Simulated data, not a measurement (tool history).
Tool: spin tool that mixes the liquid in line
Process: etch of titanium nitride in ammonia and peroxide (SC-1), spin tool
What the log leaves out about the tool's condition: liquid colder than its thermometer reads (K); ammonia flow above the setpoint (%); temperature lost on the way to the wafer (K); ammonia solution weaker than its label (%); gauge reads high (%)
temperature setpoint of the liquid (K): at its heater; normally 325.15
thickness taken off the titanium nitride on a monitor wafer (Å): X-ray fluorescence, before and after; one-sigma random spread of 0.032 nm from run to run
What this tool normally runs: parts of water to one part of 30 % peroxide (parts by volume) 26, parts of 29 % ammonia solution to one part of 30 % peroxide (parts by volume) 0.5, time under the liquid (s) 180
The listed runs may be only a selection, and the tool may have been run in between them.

run,hour,temperature setpoint of the liquid (K),parts of water to one part of 30 % peroxide (parts by volume),parts of 29 % ammonia solution to one part of 30 % peroxide (parts by volume),time under the liquid (s),wafers since the last listed run,hours since the thermometer was replaced,hours since the ammonia flow meter was replaced,hours since the heated supply line was repaired,hours since the drum of ammonia solution was connected,hours since the gauge calibration,"read-back film thickness of the titanium nitride reference wafer, read on the same gauge (nm)",thickness taken off the titanium nitride on a monitor wafer (Å)
1,0,325.15,26,0.4,180,0,2533.7,1413.1,827.2,672.4,1067.3,90.06,60.2
# hour 24.6: thermometer replaced
2,34.8,325.15,26,0.5,180,159,10.2,1447.9,862,707.2,1102.1,90,63
3,57.2,325.15,26,0.5,180,105,32.6,1470.3,884.4,729.6,1124.5,89.98,63.2
4,92.1,325.15,26,0.55,135,164,67.5,1505.2,919.3,764.5,1159.4,90.06,47.9
5,115.6,325.15,14.5,0.75,180,110,91,1528.7,942.8,788,1182.9,90.02,93.7
6,141.3,332.15,17,0.6,260,120,116.7,1554.4,968.5,813.7,1208.6,90.03,192.1
7,162.1,320.15,38.5,0.35,180,97,137.5,1575.2,989.3,834.5,1229.4,90.01,33
# hour 185: heated supply line repaired
8,193.5,325.15,26,0.5,225,143,168.9,1606.6,8.5,865.9,1260.8,90.01,82.3
# hour 200.4: ammonia flow meter replaced
9,205.5,325.15,26,0.5,255,51,180.9,5.1,20.5,877.9,1272.8,90.02,90.9
10,231.2,325.15,36.5,0.5,115,120,206.6,30.8,46.2,903.6,1298.5,90.01,33.8
11,249.9,332.15,17,0.7,115,88,225.3,49.5,64.9,922.3,1317.2,90.02,88.4
# hour 261: gauge calibrated
# hour 273.4: new drum of ammonia solution connected
12,279.8,325.15,26,0.5,230,136,255.2,79.4,94.8,6.4,18.8,90,82.7
13,296.1,333.65,26,0.65,180,76,271.5,95.7,111.1,22.7,35.1,90,119.1
14,322.6,325.15,26,0.5,70,124,298,122.2,137.6,49.2,61.6,90.02,24.8
15,355.1,325.15,13,0.7,245,152,330.5,154.7,170.1,81.7,94.1,89.96,135.5
16,384.5,318.65,26,0.5,180,138,359.9,184.1,199.5,111.1,123.5,90.02,40.6
17,402.3,317.15,29.5,0.25,180,83,377.7,201.9,217.3,128.9,141.3,90.01,29.7
18,433.1,325.15,26,0.5,180,144,408.5,232.7,248.1,159.7,172.1,89.99,64
19,451.2,329.15,22.5,0.3,260,85,426.6,250.8,266.2,177.8,190.2,89.99,118.9
20,481,333.65,26,0.65,180,140,456.4,280.6,296,207.6,220,89.99,117.8
21,516.5,325.15,26,0.5,180,167,491.9,316.1,331.5,243.1,255.5,90.01,63.4
22,544,330.15,26,0.5,285,129,519.4,343.6,359,270.6,283,90.03,141.3
23,557.8,316.65,32.5,0.7,235,64,533.2,357.4,372.8,284.4,296.8,89.99,42.6

What if the next run were any one of these 5? Each begins from the tool's condition after run 23:
A,558.3,325.15,26,0.5,180,2,533.7,357.9,373.3,284.9,297.3,?,?
B,558.3,319.65,20.5,0.5,180,2,533.7,357.9,373.3,284.9,297.3,?,?
C,558.3,333.65,26,0.7,240,2,533.7,357.9,373.3,284.9,297.3,?,?
D,558.3,325.15,31.5,0.5,180,2,533.7,357.9,373.3,284.9,297.3,?,?
E,558.3,333.65,26,0.4,90,2,533.7,357.9,373.3,284.9,297.3,?,?

run,"read-back film thickness of the titanium nitride reference wafer, read on the same gauge (nm)",thickness taken off the titanium nitride on a monitor wafer (Å)
A,89.97,64.1
B,89.97,49.8
C,89.97,161
D,89.97,57.4
E,89.97,54.3
Had the tool no hidden state, the same runs would have come out as:
run,thickness taken off the titanium nitride on a monitor wafer (Å)
A,64.8
B,50.4
C,162.7
D,58.1
E,54.9
